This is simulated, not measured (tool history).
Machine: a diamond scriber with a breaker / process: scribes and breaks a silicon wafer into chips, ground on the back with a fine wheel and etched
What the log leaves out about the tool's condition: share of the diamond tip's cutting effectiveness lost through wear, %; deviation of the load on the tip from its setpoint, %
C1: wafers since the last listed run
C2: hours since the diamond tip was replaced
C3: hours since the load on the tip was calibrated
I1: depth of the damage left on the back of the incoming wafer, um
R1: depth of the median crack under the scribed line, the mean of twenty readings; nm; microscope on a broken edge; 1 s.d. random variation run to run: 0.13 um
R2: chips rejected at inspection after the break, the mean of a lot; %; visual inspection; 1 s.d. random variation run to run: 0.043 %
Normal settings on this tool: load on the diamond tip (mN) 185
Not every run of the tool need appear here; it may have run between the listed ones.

run 1 hour=0.0 | load_on_the_diamond_tip_(mN)=229 | C1=0 C2=277.1 C3=1140.4 | I1=0.69 | R1=7470 R2=1.98
run 2 hour=40.9 | load_on_the_diamond_tip_(mN)=229 | C1=148 C2=318.0 C3=1181.3 | I1=0.73 | R1=7310 R2=1.95
run 3 hour=50.2 | load_on_the_diamond_tip_(mN)=143 | C1=33 C2=327.3 C3=1190.6 | I1=0.39 | R1=6130 R2=2.03
run 4 hour=67.6 | load_on_the_diamond_tip_(mN)=143 | C1=63 C2=344.7 C3=1208.0 | I1=0.74 | R1=6150 R2=2.23
run 5 hour=82.4 | load_on_the_diamond_tip_(mN)=143 | C1=53 C2=359.5 C3=1222.8 | I1=0.62 | R1=6300 R2=2.09
run 6 hour=97.0 | load_on_the_diamond_tip_(mN)=185 | C1=53 C2=374.1 C3=1237.4 | I1=0.48 | R1=6810 R2=0.97
run 7 hour=107.5 | load_on_the_diamond_tip_(mN)=167 | C1=38 C2=384.6 C3=1247.9 | I1=0.54 | R1=6480 R2=1.20
run 8 hour=118.1 | load_on_the_diamond_tip_(mN)=185 | C1=38 C2=395.2 C3=1258.5 | I1=0.38 | R1=6970 R2=0.95
run 9 hour=128.4 | load_on_the_diamond_tip_(mN)=185 | C1=37 C2=405.5 C3=1268.8 | I1=0.34 | R1=6970 R2=1.03
run 10 hour=143.2 | load_on_the_diamond_tip_(mN)=185 | C1=53 C2=420.3 C3=1283.6 | I1=0.68 | R1=6770 R2=1.04
run 11 hour=156.9 | load_on_the_diamond_tip_(mN)=185 | C1=49 C2=434.0 C3=1297.3 | I1=0.38 | R1=6620 R2=1.02
run 12 hour=164.8 | load_on_the_diamond_tip_(mN)=185 | C1=28 C2=441.9 C3=1305.2 | I1=0.57 | R1=6860 R2=1.03
run 13 hour=177.4 | load_on_the_diamond_tip_(mN)=185 | C1=45 C2=454.5 C3=1317.8 | I1=0.77 | R1=6950 R2=1.15
run 14 hour=189.4 | load_on_the_diamond_tip_(mN)=206 | C1=43 C2=466.5 C3=1329.8 | I1=0.42 | R1=7030 R2=1.16
run 15 hour=200.0 | load_on_the_diamond_tip_(mN)=206 | C1=38 C2=477.1 C3=1340.4 | I1=0.45 | R1=7050 R2=1.24
run 16 hour=206.9 | load_on_the_diamond_tip_(mN)=220 | C1=25 C2=484.0 C3=1347.3 | I1=0.35 | R1=7570 R2=1.60
run 17 hour=224.8 | load_on_the_diamond_tip_(mN)=185 | C1=65 C2=501.9 C3=1365.2 | I1=0.33 | R1=6790 R2=1.02
run 18 hour=237.5 | load_on_the_diamond_tip_(mN)=185 | C1=46 C2=514.6 C3=1377.9 | I1=0.63 | R1=6790 R2=1.05
run 19 hour=248.9 | load_on_the_diamond_tip_(mN)=185 | C1=41 C2=526.0 C3=1389.3 | I1=0.76 | R1=6630 R2=1.06
run 20 hour=257.1 | load_on_the_diamond_tip_(mN)=233 | C1=29 C2=534.2 C3=1397.5 | I1=0.55 | R1=7540 R2=1.99
run 21 hour=265.3 | load_on_the_diamond_tip_(mN)=140 | C1=29 C2=542.4 C3=1405.7 | I1=0.70 | R1=5950 R2=2.50
run 22 hour=271.9 | load_on_the_diamond_tip_(mN)=145 | C1=24 C2=549.0 C3=1412.3 | I1=0.77 | R1=6040 R2=2.07
run 23 hour=286.8 | load_on_the_diamond_tip_(mN)=185 | C1=54 C2=563.9 C3=1427.2 | I1=0.36 | R1=6670 R2=0.98
-- hour=297.4 load on the tip recalibrated
run 24 hour=297.9 | load_on_the_diamond_tip_(mN)=157 | C1=33 C2=575.0 C3=0.5 | I1=0.34 | R1=6310 R2=1.51
run 25 hour=310.3 | load_on_the_diamond_tip_(mN)=201 | C1=45 C2=587.4 C3=12.9 | I1=0.63 | R1=7160 R2=1.05
-- hour=321.0 diamond tip replaced by a new one
run 26 hour=322.6 | load_on_the_diamond_tip_(mN)=148 | C1=37 C2=1.6 C3=25.2 | I1=0.46 | R1=6270 R2=1.82
run 27 hour=340.2 | load_on_the_diamond_tip_(mN)=151 | C1=64 C2=19.2 C3=42.8 | I1=0.50 | R1=6230 R2=1.63
run 28 hour=352.9 | load_on_the_diamond_tip_(mN)=153 | C1=46 C2=31.9 C3=55.5 | I1=0.45 | R1=6450 R2=1.59
run 29 hour=361.2 | load_on_the_diamond_tip_(mN)=131 | C1=30 C2=40.2 C3=63.8 | I1=0.78 | R1=6010 R2=2.99
run 30 hour=369.7 | load_on_the_diamond_tip_(mN)=205 | C1=30 C2=48.7 C3=72.3 | I1=0.58 | R1=7060 R2=1.12
run 31 hour=384.1 | load_on_the_diamond_tip_(mN)=185 | C1=52 C2=63.1 C3=86.7 | I1=0.75 | R1=6770 R2=1.08
run 32 hour=431.9 | load_on_the_diamond_tip_(mN)=185 | C1=174 C2=110.9 C3=134.5 | I1=0.70 | R1=6830 R2=1.04
run 33 hour=453.2 | load_on_the_diamond_tip_(mN)=185 | C1=77 C2=132.2 C3=155.8 | I1=0.61 | R1=6890 R2=1.00
run 34 hour=465.1 | load_on_the_diamond_tip_(mN)=185 | C1=43 C2=144.1 C3=167.7 | I1=0.35 | R1=6740 R2=0.94
run 35 hour=475.1 | load_on_the_diamond_tip_(mN)=185 | C1=36 C2=154.1 C3=177.7 | I1=0.73 | R1=6840 R2=1.09

The next listed run, before its measurement:
run 36 hour=489.1 | load_on_the_diamond_tip_(mN)=168 | C1=50 C2=168.1 C3=191.7 | I1=0.57 | R1=? R2=?

{"run 36": {"R1": 6540, "R2": 1.19}}
The same run, on a tool lacking any hidden state, would have yielded R1 6540 nm, R2 1.19 %.
